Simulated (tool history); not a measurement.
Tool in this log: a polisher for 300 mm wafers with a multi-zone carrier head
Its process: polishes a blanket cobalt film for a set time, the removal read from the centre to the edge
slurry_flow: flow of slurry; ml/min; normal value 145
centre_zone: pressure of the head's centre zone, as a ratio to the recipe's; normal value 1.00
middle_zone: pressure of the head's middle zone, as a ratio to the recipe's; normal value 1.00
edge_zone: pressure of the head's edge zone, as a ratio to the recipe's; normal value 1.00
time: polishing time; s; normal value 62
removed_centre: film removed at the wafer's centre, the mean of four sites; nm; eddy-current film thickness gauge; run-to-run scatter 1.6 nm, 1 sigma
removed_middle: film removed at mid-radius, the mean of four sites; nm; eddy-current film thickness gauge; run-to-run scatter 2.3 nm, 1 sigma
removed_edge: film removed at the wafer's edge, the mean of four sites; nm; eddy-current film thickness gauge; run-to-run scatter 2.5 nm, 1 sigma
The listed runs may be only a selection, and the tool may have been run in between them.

run,hour,slurry_flow,centre_zone,middle_zone,edge_zone,time,wafers since the last listed run,wafers polished on this pad,hours since the slurry nozzle was cleaned,hours since the centre zone pressure was calibrated,hours since the edge zone pressure was calibrated,hours since the carrier head's membrane was replaced,"incoming thickness of the incoming film, nm",removed_centre,removed_middle,removed_edge
1,0.0,145,0.89,1.12,1.00,80,0,672,538.6,844.3,1206.7,4.9,806.1,313.1,337.5,305.9
2,9.5,145,1.00,1.00,1.06,62,132,805,548.1,853.8,1216.2,14.4,820.6,256.8,247.7,239.2
3,23.2,145,1.00,1.00,1.00,62,190,995,561.8,867.5,1229.9,28.1,814.2,262.3,244.4,237.4
4,34.6,100,1.00,0.91,1.05,49,158,1154,573.2,878.9,1241.3,39.5,823.7,184.3,165.5,179.0
5,50.0,145,1.00,0.94,1.00,62,214,1368,588.6,894.3,1256.7,54.9,813.8,258.8,241.8,234.8
# hour 55.0: worn pad replaced by a new one
6,67.1,145,1.00,1.09,1.05,62,182,168,605.7,911.4,1273.8,72.0,828.7,258.3,257.4,240.7
7,75.3,95,0.90,1.00,1.00,62,114,282,613.9,919.6,1282.0,80.2,823.8,214.1,216.7,216.3
8,83.5,145,1.00,1.00,1.00,62,114,396,622.1,927.8,1290.2,88.4,819.7,260.0,247.5,238.0
9,94.1,165,0.90,1.03,1.00,62,147,544,632.7,938.4,1300.8,99.0,820.4,251.4,255.9,238.1
# hour 103.6: slurry nozzle cleaned
10,110.9,145,1.00,1.00,1.00,47,219,763,7.3,955.2,1317.6,115.8,808.1,195.4,188.7,177.9
11,119.9,145,1.00,1.06,1.00,62,125,888,16.3,964.2,1326.6,124.8,820.6,263.3,255.1,232.1
# hour 125.2: edge zone pressure recalibrated
12,137.5,145,1.00,1.00,1.00,62,216,1105,33.9,981.8,12.3,142.4,830.2,262.2,246.0,236.6
# hour 155.7: centre zone pressure recalibrated
# hour 155.8: worn pad replaced by a new one
13,156.2,145,1.00,1.00,1.10,46,231,6,52.6,0.5,31.0,161.1,813.1,182.0,182.0,181.4
14,163.2,145,1.00,1.00,1.00,47,97,103,59.6,7.5,38.0,168.1,813.1,187.0,185.5,177.5
15,169.3,145,1.00,1.00,1.00,62,84,188,65.7,13.6,44.1,174.2,814.5,246.7,243.8,235.0
16,181.6,145,0.93,1.00,1.00,83,171,359,78.0,25.9,56.4,186.5,831.8,315.1,322.8,317.4
17,190.0,185,1.00,1.00,1.05,62,116,476,86.4,34.3,64.8,194.9,814.4,259.4,256.6,245.6
18,204.8,185,1.09,1.04,1.00,74,205,681,101.2,49.1,79.6,209.7,829.3,330.4,308.6,290.1
19,216.6,145,1.08,1.00,1.05,62,164,845,113.0,60.9,91.4,221.5,812.8,260.4,246.8,240.5
20,228.9,145,1.00,0.94,1.00,62,171,1016,125.3,73.2,103.7,233.8,816.6,247.3,238.6,234.8
21,236.4,145,1.00,1.00,0.97,45,104,1121,132.8,80.7,111.2,241.3,807.8,183.1,181.2,170.1
# hour 242.2: worn pad replaced by a new one
22,247.3,105,1.00,1.00,1.00,62,95,71,143.7,91.6,122.1,252.2,824.9,229.0,228.6,222.5
23,255.7,120,1.00,1.11,0.94,62,116,187,152.1,100.0,130.5,260.6,838.2,239.5,256.8,228.6

What if the next run were any one of these 3? Each begins from the tool's condition after run 23:
A,256.1,145,1.00,1.00,1.00,42,5,193,152.5,100.4,130.9,261.0,827.0,?,?,?
B,256.1,160,1.00,1.00,1.00,74,5,193,152.5,100.4,130.9,261.0,827.0,?,?,?
C,256.1,145,1.00,1.00,1.00,77,5,193,152.5,100.4,130.9,261.0,827.0,?,?,?

run,removed_centre,removed_middle,removed_edge
A,169.8,167.6,160.6
B,306.0,301.2,287.1
C,311.3,307.2,294.5
Had the tool no hidden state, the same runs would have come out as:
run,removed_centre,removed_middle,removed_edge
A,166.7,167.6,160.6
B,300.5,301.3,287.1
C,305.7,307.3,294.5
